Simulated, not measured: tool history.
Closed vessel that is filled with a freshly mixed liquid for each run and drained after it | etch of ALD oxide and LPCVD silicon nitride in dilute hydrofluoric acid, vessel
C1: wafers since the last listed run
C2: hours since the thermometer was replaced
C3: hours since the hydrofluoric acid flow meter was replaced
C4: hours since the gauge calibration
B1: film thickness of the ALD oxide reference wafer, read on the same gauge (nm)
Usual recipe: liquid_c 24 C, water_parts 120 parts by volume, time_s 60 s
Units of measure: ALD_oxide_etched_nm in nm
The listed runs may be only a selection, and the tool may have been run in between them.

run 1 day=0 | liquid_c=24 water_parts=120 time_s=60 | C1=0 C2=2053.8 C3=472 C4=2175.1 | B1=90.02 | ALD_oxide_etched_nm=16.05
-- day=2.204 gauge calibrated
run 2 day=2.929 | liquid_c=25.5 water_parts=120 time_s=60 | C1=5970 C2=2124.1 C3=542.3 C4=17.4 | B1=89.98 | ALD_oxide_etched_nm=17.26
run 3 day=4.383 | liquid_c=25.5 water_parts=120 time_s=60 | C1=2963 C2=2159 C3=577.2 C4=52.3 | B1=90 | ALD_oxide_etched_nm=17.11
run 4 day=6.367 | liquid_c=24 water_parts=145 time_s=60 | C1=4042 C2=2206.6 C3=624.8 C4=99.9 | B1=89.97 | ALD_oxide_etched_nm=13.09
run 5 day=9.175 | liquid_c=24 water_parts=145 time_s=60 | C1=5723 C2=2274 C3=692.2 C4=167.3 | B1=89.98 | ALD_oxide_etched_nm=13.14
run 6 day=11.342 | liquid_c=24 water_parts=120 time_s=60 | C1=4416 C2=2326 C3=744.2 C4=219.3 | B1=90.02 | ALD_oxide_etched_nm=16.54
run 7 day=12.958 | liquid_c=24 water_parts=120 time_s=60 | C1=3295 C2=2364.8 C3=783 C4=258.1 | B1=90.03 | ALD_oxide_etched_nm=16.49
-- day=15.396 thermometer replaced
run 8 day=15.667 | liquid_c=24 water_parts=120 time_s=60 | C1=5435 C2=6.5 C3=848 C4=323.1 | B1=89.99 | ALD_oxide_etched_nm=15.81
run 9 day=17.783 | liquid_c=24 water_parts=170 time_s=30 | C1=4314 C2=57.3 C3=898.8 C4=373.9 | B1=90 | ALD_oxide_etched_nm=5.22
-- day=18.079 hydrofluoric acid flow meter replaced
run 10 day=20.125 | liquid_c=20.5 water_parts=120 time_s=90 | C1=4687 C2=113.5 C3=49.1 C4=430.1 | B1=90.01 | ALD_oxide_etched_nm=19.59
run 11 day=21.967 | liquid_c=26 water_parts=65 time_s=75 | C1=3753 C2=157.7 C3=93.3 C4=474.3 | B1=90 | ALD_oxide_etched_nm=41.01
run 12 day=23.538 | liquid_c=24 water_parts=145 time_s=85 | C1=3201 C2=195.4 C3=131 C4=512 | B1=90.01 | ALD_oxide_etched_nm=17.23
run 13 day=24.617 | liquid_c=22.5 water_parts=145 time_s=35 | C1=2199 C2=221.3 C3=156.9 C4=537.9 | B1=89.99 | ALD_oxide_etched_nm=6.66
run 14 day=26.892 | liquid_c=27 water_parts=95 time_s=35 | C1=4636 C2=275.9 C3=211.5 C4=592.5 | B1=89.97 | ALD_oxide_etched_nm=12.96
run 15 day=28.667 | liquid_c=24 water_parts=120 time_s=60 | C1=3617 C2=318.5 C3=254.1 C4=635.1 | B1=90.02 | ALD_oxide_etched_nm=15.1
run 16 day=30.492 | liquid_c=24 water_parts=150 time_s=85 | C1=3719 C2=362.3 C3=297.9 C4=678.9 | B1=89.99 | ALD_oxide_etched_nm=16.77

For run 17, what comes out?
run 17 day=32.771 | liquid_c=24 water_parts=120 time_s=60 | C1=4645 C2=417 C3=352.6 C4=733.6 | B1=? | ALD_oxide_etched_nm=?

{"run 17": {"B1": 89.98, "ALD_oxide_etched_nm": 15.34}}
Take away the tool's hidden state, keep the run-to-run variation as it was, and the same run would have given ALD_oxide_etched_nm 14.74 nm.
